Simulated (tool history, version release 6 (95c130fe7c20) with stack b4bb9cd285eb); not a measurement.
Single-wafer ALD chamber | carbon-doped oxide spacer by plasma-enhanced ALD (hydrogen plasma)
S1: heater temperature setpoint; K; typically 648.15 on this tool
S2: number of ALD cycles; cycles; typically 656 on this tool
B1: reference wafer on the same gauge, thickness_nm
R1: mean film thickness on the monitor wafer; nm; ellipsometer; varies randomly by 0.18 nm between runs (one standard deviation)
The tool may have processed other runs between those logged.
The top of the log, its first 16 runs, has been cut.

{"run": 17, "hour": 1060.3, "S1": 658.15, "S2": 556, "B1": 33.124, "R1": 26.961}
{"run": 18, "hour": 1114.5, "S1": 658.15, "S2": 556, "B1": 33.047, "R1": 26.96}
{"run": 19, "hour": 1151.8, "S1": 648.15, "S2": 586, "B1": 32.953, "R1": 28.626}
{"run": 20, "hour": 1189.3, "S1": 642.15, "S2": 752, "B1": 32.986, "R1": 36.745}
{"run": 21, "hour": 1222.3, "S1": 648.15, "S2": 740, "B1": 33.067, "R1": 35.941}
{"hour": 1239.0, "done": "gauge calibrated"}
{"hour": 1289.2, "done": "thermocouple changed; heater temperature recalibrated"}
{"run": 22, "hour": 1289.5, "S1": 640.15, "S2": 603, "B1": 33.848, "R1": 30.031}
{"run": 23, "hour": 1340.0, "S1": 648.15, "S2": 656, "B1": 33.873, "R1": 32.655}
{"run": 24, "hour": 1396.7, "S1": 648.15, "S2": 656, "B1": 33.932, "R1": 32.476}
{"run": 25, "hour": 1438.8, "S1": 659.15, "S2": 526, "B1": 33.927, "R1": 26.136}
{"run": 26, "hour": 1483.2, "S1": 638.15, "S2": 701, "B1": 33.922, "R1": 35.129}
{"run": 27, "hour": 1527.3, "S1": 639.15, "S2": 584, "B1": 33.814, "R1": 29.14}
{"run": 28, "hour": 1557.5, "S1": 648.15, "S2": 586, "B1": 33.94, "R1": 28.966}
{"run": 29, "hour": 1598.9, "S1": 653.15, "S2": 725, "B1": 33.81, "R1": 36.336}
{"run": 30, "hour": 1629.4, "S1": 648.15, "S2": 656, "B1": 33.916, "R1": 32.762}
{"run": 31, "hour": 1698.1, "S1": 662.15, "S2": 690, "B1": 33.943, "R1": 34.162}
{"run": 32, "hour": 1732.4, "S1": 648.15, "S2": 656, "B1": 33.78, "R1": 32.776}
{"run": 33, "hour": 1784.2, "S1": 643.15, "S2": 723, "B1": 33.931, "R1": 35.714}
{"run": 34, "hour": 1825.1, "S1": 658.15, "S2": 656, "B1": 33.86, "R1": 32.47}
{"run": 35, "hour": 1873.3, "S1": 640.15, "S2": 693, "B1": 33.809, "R1": 34.278}
{"run": 36, "hour": 1935.2, "S1": 648.15, "S2": 740, "B1": 33.805, "R1": 37.184}
{"run": 37, "hour": 1976.0, "S1": 634.15, "S2": 557, "B1": 33.753, "R1": 27.916}

Alternative continuations, all from the tool just after run 37; predict every row:
{"run": "A", "hour": 1977.4, "S1": 640.15, "S2": 656, "B1": "?", "R1": "?"}
{"run": "B", "hour": 1977.4, "S1": 659.15, "S2": 656, "B1": "?", "R1": "?"}
{"run": "C", "hour": 1977.4, "S1": 636.15, "S2": 656, "B1": "?", "R1": "?"}
{"run": "D", "hour": 1977.4, "S1": 655.15, "S2": 656, "B1": "?", "R1": "?"}

run=A B1=33.835 R1=32.894
run=B B1=33.835 R1=32.894
run=C B1=33.835 R1=32.894
run=D B1=33.835 R1=32.894
Had the tool no hidden state, the same runs would have come out as:
run=A R1=32.997
run=B R1=32.997
run=C R1=32.997
run=D R1=32.997

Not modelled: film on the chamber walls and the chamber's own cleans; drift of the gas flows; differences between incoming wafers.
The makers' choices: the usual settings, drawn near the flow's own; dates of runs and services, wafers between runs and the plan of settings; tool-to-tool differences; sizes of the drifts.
